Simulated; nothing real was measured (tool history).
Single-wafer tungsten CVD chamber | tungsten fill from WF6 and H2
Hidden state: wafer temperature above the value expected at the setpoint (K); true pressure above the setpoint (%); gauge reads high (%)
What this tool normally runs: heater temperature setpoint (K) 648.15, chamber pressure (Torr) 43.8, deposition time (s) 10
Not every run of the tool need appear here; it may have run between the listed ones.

run	day	heater temperature setpoint (K)	chamber pressure (Torr)	deposition time (s)	wafers since the last listed run	hours since the last thermocouple change	hours since the last manometer calibration	hours since the showerhead was replaced	hours since the gauge calibration	read-back reference wafer on the same gauge, thickness_nm	mean film thickness on the monitor wafer (nm)
1	0	643.15	43.8	10	0	829.8	559.7	4535.6	1126.3	25.102	21.305
2	5.225	643.15	43.8	10	5121	955.2	685.1	4661	1251.7	25.11	21.188
3	8.996	643.15	43.8	10	3696	1045.7	775.6	4751.5	1342.2	25.091	21.124
# day 12.721: thermocouple changed; heater temperature recalibrated
4	12.742	648.15	43.8	10	3344	0.5	865.5	4841.4	1432.1	25.112	23.477
5	14.308	648.15	43.8	10	1535	38.1	903.1	4879	1469.7	25.092	23.52
6	16.442	648.15	43.8	10	2091	89.3	954.3	4930.2	1520.9	25.098	23.549
7	18.079	648.15	43.8	10	1605	128.6	993.6	4969.5	1560.2	25.1	23.343
# day 19.1: capacitance manometer re-zeroed and calibrated
8	22.504	638.15	43.8	10	4010	234.8	81.7	5075.7	1666.4	25.085	19.659
9	24.042	638.15	43.8	10	1507	271.7	118.6	5112.6	1703.3	25.105	19.682
10	25.979	648.15	43.8	10	1899	318.2	165.1	5159.1	1749.8	25.112	23.64
11	29.971	648.15	43.8	10	3912	414	260.9	5254.9	1845.6	25.093	23.555
12	32.071	648.15	43.8	10	2058	464.4	311.3	5305.3	1896	25.083	23.51
13	36.492	648.15	48.4	10	4333	570.5	417.4	5411.4	2002.1	25.124	24.441
14	38.442	648.15	48.4	10	1911	617.3	464.2	5458.2	2048.9	25.081	24.285
15	40.121	648.15	48.4	10	1645	657.6	504.5	5498.5	2089.2	25.082	24.148
# day 42.838: gauge calibrated
16	44.042	658.15	32.9	10.9	3843	751.7	598.6	5592.6	28.9	25.129	27.425
17	47.158	648.15	43.8	10	3054	826.5	673.4	5667.4	103.7	25.102	23.198
18	48.808	648.15	46.6	10.9	1617	866.1	713	5707	143.3	25.094	25.796
19	52.983	648.15	43.8	10.9	4092	966.3	813.2	5807.2	243.5	25.08	25.127
20	55.017	637.15	40.9	9.3	1993	1015.1	862	5856	292.3	25.107	17.054
21	58.283	660.15	33.8	10	3201	1093.5	940.4	5934.4	370.7	25.098	25.974
# day 60.958: thermocouple changed; heater temperature recalibrated
# day 61.896: capacitance manometer re-zeroed and calibrated
22	62.088	660.15	37.7	8	3075	27.1	4.6	6025.7	462	25.111	22.577
23	65.758	635.15	53.8	8	3598	115.2	92.7	6113.8	550.1	25.1	16.128
# day 67.933: showerhead replaced
24	70.038	648.15	35	9.3	3867	217.9	195.4	50.5	652.8	25.079	20.445
25	81.338	648.15	39.2	10	11076	489.1	466.6	321.7	924	25.118	22.706
26	83.692	658.15	43.8	10	2307	545.6	523.1	378.2	980.5	25.073	28.263
27	87.646	648.15	43.8	10	3875	640.5	618	473.1	1075.4	25.129	23.438
28	89.442	635.15	47.3	10	1760	683.6	661.1	516.2	1118.5	25.109	18.899
29	92.342	648.15	43.8	8.3	2842	753.2	730.7	585.8	1188.1	25.093	19.282
30	96.308	648.15	43.8	10	3888	848.4	825.9	681	1283.3	25.1	23.237
# day 96.667: capacitance manometer re-zeroed and calibrated
31	99.817	648.15	43.8	10	3112	932.6	75.6	765.2	1367.5	25.112	23.377
32	101.408	655.15	48.5	11.2	1560	970.8	113.8	803.4	1405.7	25.085	30.84
# day 101.854: thermocouple changed; heater temperature recalibrated
33	103.029	655.15	48.5	11.2	1261	28.2	152.7	842.3	1444.6	25.114	31.261

For some of the steps in mean film thickness on the monitor wafer (nm) from one run to the next: how much would appear even if the tool had no hidden state, given the settings, what came in and random variation, and how much remains for the hidden state plus any gauge scatter that the measured result and the result without hidden state don't share?
Run 19 -> 20: heater temperature setpoint (K) 648.15 -> 637.15, chamber pressure (Torr) 43.8 -> 40.9, deposition time (s) 10.9 -> 9.3. mean film thickness on the monitor wafer (nm) -8.073: hidden state +0.214, all else -8.287.
Run 20 -> 21: heater temperature setpoint (K) 637.15 -> 660.15, chamber pressure (Torr) 40.9 -> 33.8, deposition time (s) 9.3 -> 10. mean film thickness on the monitor wafer (nm) +8.92: hidden state -0.399, all else +9.319.
Run 21 -> 22: chamber pressure (Torr) 33.8 -> 37.7, deposition time (s) 10 -> 8, thermocouple changed; heater temperature recalibrated, capacitance manometer re-zeroed and calibrated. mean film thickness on the monitor wafer (nm) -3.397: hidden state +1.117, all else -4.514.
Run 31 -> 32: heater temperature setpoint (K) 648.15 -> 655.15, chamber pressure (Torr) 43.8 -> 48.5, deposition time (s) 10 -> 11.2. mean film thickness on the monitor wafer (nm) +7.463: hidden state -0.159, all else +7.622.
Run 32 -> 33: thermocouple changed; heater temperature recalibrated. mean film thickness on the monitor wafer (nm) +0.421: hidden state +0.424, all else -0.003.
